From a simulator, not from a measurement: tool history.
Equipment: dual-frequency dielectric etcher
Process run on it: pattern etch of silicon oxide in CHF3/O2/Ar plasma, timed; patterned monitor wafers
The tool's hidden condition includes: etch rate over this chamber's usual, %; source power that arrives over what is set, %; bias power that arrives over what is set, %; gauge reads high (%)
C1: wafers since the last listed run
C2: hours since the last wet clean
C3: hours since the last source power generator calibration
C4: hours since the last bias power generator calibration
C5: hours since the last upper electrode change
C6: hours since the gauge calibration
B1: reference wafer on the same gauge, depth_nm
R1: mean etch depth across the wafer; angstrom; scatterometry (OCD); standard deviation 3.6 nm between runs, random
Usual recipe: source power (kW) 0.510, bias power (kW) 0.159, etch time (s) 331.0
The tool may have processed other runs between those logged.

run 1 hour=0.0 | source_power_(kW)=0.510 bias_power_(kW)=0.159 etch_time_(s)=331.0 | C1=0 C2=167.9 C3=600.5 C4=3905.4 C5=1955.6 C6=845.4 | B1=614.1 | R1=5981
run 2 hour=53.5 | source_power_(kW)=0.510 bias_power_(kW)=0.159 etch_time_(s)=331.0 | C1=231 C2=221.4 C3=654.0 C4=3958.9 C5=2009.1 C6=898.9 | B1=615.3 | R1=5938
run 3 hour=108.4 | source_power_(kW)=0.510 bias_power_(kW)=0.159 etch_time_(s)=331.0 | C1=237 C2=276.3 C3=708.9 C4=4013.8 C5=2064.0 C6=953.8 | B1=616.0 | R1=5912
run 4 hour=170.2 | source_power_(kW)=0.510 bias_power_(kW)=0.159 etch_time_(s)=331.0 | C1=267 C2=338.1 C3=770.7 C4=4075.6 C5=2125.8 C6=1015.6 | B1=615.3 | R1=5845
-- hour=223.3 wet clean of the chamber
run 5 hour=253.4 | source_power_(kW)=0.510 bias_power_(kW)=0.159 etch_time_(s)=331.0 | C1=256 C2=30.1 C3=853.9 C4=4158.8 C5=2209.0 C6=1098.8 | B1=615.0 | R1=6051
run 6 hour=301.8 | source_power_(kW)=0.510 bias_power_(kW)=0.159 etch_time_(s)=331.0 | C1=209 C2=78.5 C3=902.3 C4=4207.2 C5=2257.4 C6=1147.2 | B1=615.5 | R1=6013
run 7 hour=369.7 | source_power_(kW)=0.510 bias_power_(kW)=0.143 etch_time_(s)=296.0 | C1=294 C2=146.4 C3=970.2 C4=4275.1 C5=2325.3 C6=1215.1 | B1=615.1 | R1=5138
run 8 hour=418.2 | source_power_(kW)=0.510 bias_power_(kW)=0.143 etch_time_(s)=296.0 | C1=210 C2=194.9 C3=1018.7 C4=4323.6 C5=2373.8 C6=1263.6 | B1=615.7 | R1=5107
-- hour=505.6 upper electrode replaced
run 9 hour=516.3 | source_power_(kW)=0.470 bias_power_(kW)=0.179 etch_time_(s)=331.0 | C1=320 C2=293.0 C3=1116.8 C4=4421.7 C5=10.7 C6=1361.7 | B1=615.2 | R1=5875
run 10 hour=556.3 | source_power_(kW)=0.470 bias_power_(kW)=0.159 etch_time_(s)=375.0 | C1=173 C2=333.0 C3=1156.8 C4=4461.7 C5=50.7 C6=1401.7 | B1=615.1 | R1=6390
-- hour=637.0 wet clean of the chamber
run 11 hour=658.2 | source_power_(kW)=0.510 bias_power_(kW)=0.170 etch_time_(s)=331.0 | C1=337 C2=21.2 C3=1258.7 C4=4563.6 C5=152.6 C6=1503.6 | B1=615.9 | R1=6178
run 12 hour=697.7 | source_power_(kW)=0.510 bias_power_(kW)=0.170 etch_time_(s)=331.0 | C1=171 C2=60.7 C3=1298.2 C4=4603.1 C5=192.1 C6=1543.1 | B1=617.0 | R1=6157
run 13 hour=749.4 | source_power_(kW)=0.510 bias_power_(kW)=0.159 etch_time_(s)=331.0 | C1=223 C2=112.4 C3=1349.9 C4=4654.8 C5=243.8 C6=1594.8 | B1=614.3 | R1=5981
-- hour=786.6 gauge calibrated
run 14 hour=799.3 | source_power_(kW)=0.460 bias_power_(kW)=0.143 etch_time_(s)=250.5 | C1=216 C2=162.3 C3=1399.8 C4=4704.7 C5=293.7 C6=12.7 | B1=614.9 | R1=4164
run 15 hour=845.0 | source_power_(kW)=0.570 bias_power_(kW)=0.125 etch_time_(s)=288.0 | C1=197 C2=208.0 C3=1445.5 C4=4750.4 C5=339.4 C6=58.4 | B1=615.5 | R1=5047
run 16 hour=901.8 | source_power_(kW)=0.510 bias_power_(kW)=0.159 etch_time_(s)=331.0 | C1=245 C2=264.8 C3=1502.3 C4=4807.2 C5=396.2 C6=115.2 | B1=613.8 | R1=5939
-- hour=936.5 source power generator calibrated
run 17 hour=943.3 | source_power_(kW)=0.510 bias_power_(kW)=0.159 etch_time_(s)=243.5 | C1=162 C2=306.3 C3=6.8 C4=4848.7 C5=437.7 C6=156.7 | B1=615.6 | R1=4351
-- hour=1042.2 bias power generator calibrated
-- hour=1054.9 wet clean of the chamber
run 18 hour=1055.4 | source_power_(kW)=0.510 bias_power_(kW)=0.159 etch_time_(s)=331.0 | C1=412 C2=0.5 C3=118.9 C4=13.2 C5=549.8 C6=268.8 | B1=615.4 | R1=6058
run 19 hour=1085.2 | source_power_(kW)=0.510 bias_power_(kW)=0.159 etch_time_(s)=331.0 | C1=129 C2=30.3 C3=148.7 C4=43.0 C5=579.6 C6=298.6 | B1=615.0 | R1=6073
run 20 hour=1135.2 | source_power_(kW)=0.400 bias_power_(kW)=0.159 etch_time_(s)=331.0 | C1=216 C2=80.3 C3=198.7 C4=93.0 C5=629.6 C6=348.6 | B1=614.2 | R1=5440
run 21 hour=1223.8 | source_power_(kW)=0.510 bias_power_(kW)=0.159 etch_time_(s)=331.0 | C1=383 C2=168.9 C3=287.3 C4=181.6 C5=718.2 C6=437.2 | B1=615.2 | R1=5929
run 22 hour=1315.0 | source_power_(kW)=0.510 bias_power_(kW)=0.159 etch_time_(s)=331.0 | C1=394 C2=260.1 C3=378.5 C4=272.8 C5=809.4 C6=528.4 | B1=614.9 | R1=5857
run 23 hour=1396.7 | source_power_(kW)=0.460 bias_power_(kW)=0.170 etch_time_(s)=374.0 | C1=353 C2=341.8 C3=460.2 C4=354.5 C5=891.1 C6=610.1 | B1=612.8 | R1=6409
-- hour=1467.3 wet clean of the chamber
run 24 hour=1478.8 | source_power_(kW)=0.510 bias_power_(kW)=0.129 etch_time_(s)=246.0 | C1=251 C2=11.5 C3=542.3 C4=436.6 C5=973.2 C6=692.2 | B1=616.2 | R1=4223

Predict the results of run 25:
run 25 hour=1522.6 | source_power_(kW)=0.510 bias_power_(kW)=0.159 etch_time_(s)=331.0 | C1=189 C2=55.3 C3=586.1 C4=480.4 C5=1017.0 C6=736.0 | B1=? | R1=?

{"run 25": {"B1": 613.4, "R1": 6015}}
With the hidden condition absent and the run-to-run variation left alone, this run would have shown R1 6035 angstrom.
